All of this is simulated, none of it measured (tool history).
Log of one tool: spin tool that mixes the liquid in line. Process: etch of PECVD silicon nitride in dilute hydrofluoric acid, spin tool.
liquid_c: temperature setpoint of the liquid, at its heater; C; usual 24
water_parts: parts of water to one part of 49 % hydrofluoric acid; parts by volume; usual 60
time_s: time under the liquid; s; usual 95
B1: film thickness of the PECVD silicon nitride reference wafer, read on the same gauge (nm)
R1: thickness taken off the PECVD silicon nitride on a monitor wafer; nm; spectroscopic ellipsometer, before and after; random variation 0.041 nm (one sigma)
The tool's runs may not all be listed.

{"run": 1, "hour": 0.0, "liquid_c": 24, "water_parts": 60, "time_s": 60, "B1": 90, "R1": 3.12}
{"run": 2, "hour": 75.8, "liquid_c": 24, "water_parts": 60, "time_s": 95, "B1": 89.99, "R1": 4.9}
{"run": 3, "hour": 164.6, "liquid_c": 24, "water_parts": 60, "time_s": 95, "B1": 90, "R1": 4.95}
{"run": 4, "hour": 221.4, "liquid_c": 24, "water_parts": 60, "time_s": 95, "B1": 89.99, "R1": 4.98}
{"run": 5, "hour": 320.2, "liquid_c": 24, "water_parts": 60, "time_s": 95, "B1": 90.01, "R1": 4.99}
{"run": 6, "hour": 422.6, "liquid_c": 24, "water_parts": 60, "time_s": 95, "B1": 90, "R1": 5.06}
{"hour": 465.6, "done": "thermometer replaced"}
{"run": 7, "hour": 502.5, "liquid_c": 24, "water_parts": 60, "time_s": 95, "B1": 90, "R1": 5.03}
{"run": 8, "hour": 561.6, "liquid_c": 24, "water_parts": 75, "time_s": 60, "B1": 90, "R1": 2.57}
{"run": 9, "hour": 610.7, "liquid_c": 24, "water_parts": 45, "time_s": 60, "B1": 89.99, "R1": 4.22}
{"run": 10, "hour": 703.3, "liquid_c": 24, "water_parts": 60, "time_s": 95, "B1": 89.99, "R1": 5}
{"run": 11, "hour": 765.8, "liquid_c": 24, "water_parts": 60, "time_s": 95, "B1": 90.01, "R1": 5.05}
{"run": 12, "hour": 826.5, "liquid_c": 24, "water_parts": 60, "time_s": 95, "B1": 90, "R1": 5.09}
{"run": 13, "hour": 893.2, "liquid_c": 26, "water_parts": 55, "time_s": 95, "B1": 89.99, "R1": 6.48}
{"run": 14, "hour": 941.4, "liquid_c": 26, "water_parts": 55, "time_s": 95, "B1": 90, "R1": 6.49}
{"hour": 1058.0, "done": "hydrofluoric acid flow meter replaced"}
{"run": 15, "hour": 1072.6, "liquid_c": 26, "water_parts": 55, "time_s": 95, "B1": 90, "R1": 6.05}
{"run": 16, "hour": 1174.0, "liquid_c": 24, "water_parts": 60, "time_s": 95, "B1": 90.01, "R1": 4.9}
{"run": 17, "hour": 1215.3, "liquid_c": 24, "water_parts": 60, "time_s": 95, "B1": 90.02, "R1": 4.91}
{"hour": 1279.0, "done": "thermometer replaced"}
{"run": 18, "hour": 1293.4, "liquid_c": 26, "water_parts": 60, "time_s": 125, "B1": 90.01, "R1": 7.4}
{"run": 19, "hour": 1334.6, "liquid_c": 24, "water_parts": 60, "time_s": 95, "B1": 90, "R1": 4.98}
{"run": 20, "hour": 1387.5, "liquid_c": 24, "water_parts": 60, "time_s": 95, "B1": 89.97, "R1": 4.97}
{"run": 21, "hour": 1472.4, "liquid_c": 24, "water_parts": 35, "time_s": 95, "B1": 89.99, "R1": 8.42}
{"hour": 1481.2, "done": "gauge calibrated"}
{"run": 22, "hour": 1536.7, "liquid_c": 27.5, "water_parts": 35, "time_s": 115, "B1": 89.98, "R1": 12.93}
{"run": 23, "hour": 1746.6, "liquid_c": 28.5, "water_parts": 45, "time_s": 95, "B1": 90.01, "R1": 8.91}
{"run": 24, "hour": 1783.7, "liquid_c": 20.5, "water_parts": 60, "time_s": 95, "B1": 90.02, "R1": 3.99}
{"run": 25, "hour": 1859.0, "liquid_c": 24, "water_parts": 60, "time_s": 95, "B1": 90, "R1": 5.1}
{"run": 26, "hour": 1935.2, "liquid_c": 26.5, "water_parts": 80, "time_s": 145, "B1": 89.99, "R1": 6.92}
{"run": 27, "hour": 1972.8, "liquid_c": 19, "water_parts": 35, "time_s": 125, "B1": 90.01, "R1": 7.96}
{"run": 28, "hour": 2023.9, "liquid_c": 26, "water_parts": 70, "time_s": 120, "B1": 90, "R1": 6.4}
{"run": 29, "hour": 2177.2, "liquid_c": 24, "water_parts": 70, "time_s": 40, "B1": 90, "R1": 1.87}
{"run": 30, "hour": 2241.8, "liquid_c": 19, "water_parts": 35, "time_s": 125, "B1": 89.99, "R1": 8.08}

Forecast each of these 4 alternatives for the next run:
{"run": "A", "hour": 2242.2, "liquid_c": 24, "water_parts": 60, "time_s": 95, "B1": "?", "R1": "?"}
{"run": "B", "hour": 2242.2, "liquid_c": 24, "water_parts": 35, "time_s": 50, "B1": "?", "R1": "?"}
{"run": "C", "hour": 2242.2, "liquid_c": 24, "water_parts": 60, "time_s": 65, "B1": "?", "R1": "?"}
{"run": "D", "hour": 2242.2, "liquid_c": 28, "water_parts": 35, "time_s": 95, "B1": "?", "R1": "?"}

run=A B1=89.99 R1=5.2
run=B B1=89.99 R1=4.63
run=C B1=89.99 R1=3.56
run=D B1=89.99 R1=11.51
Without the tool's hidden state the same runs would have given:
run=A R1=4.86
run=B R1=4.33
run=C R1=3.33
run=D R1=10.77

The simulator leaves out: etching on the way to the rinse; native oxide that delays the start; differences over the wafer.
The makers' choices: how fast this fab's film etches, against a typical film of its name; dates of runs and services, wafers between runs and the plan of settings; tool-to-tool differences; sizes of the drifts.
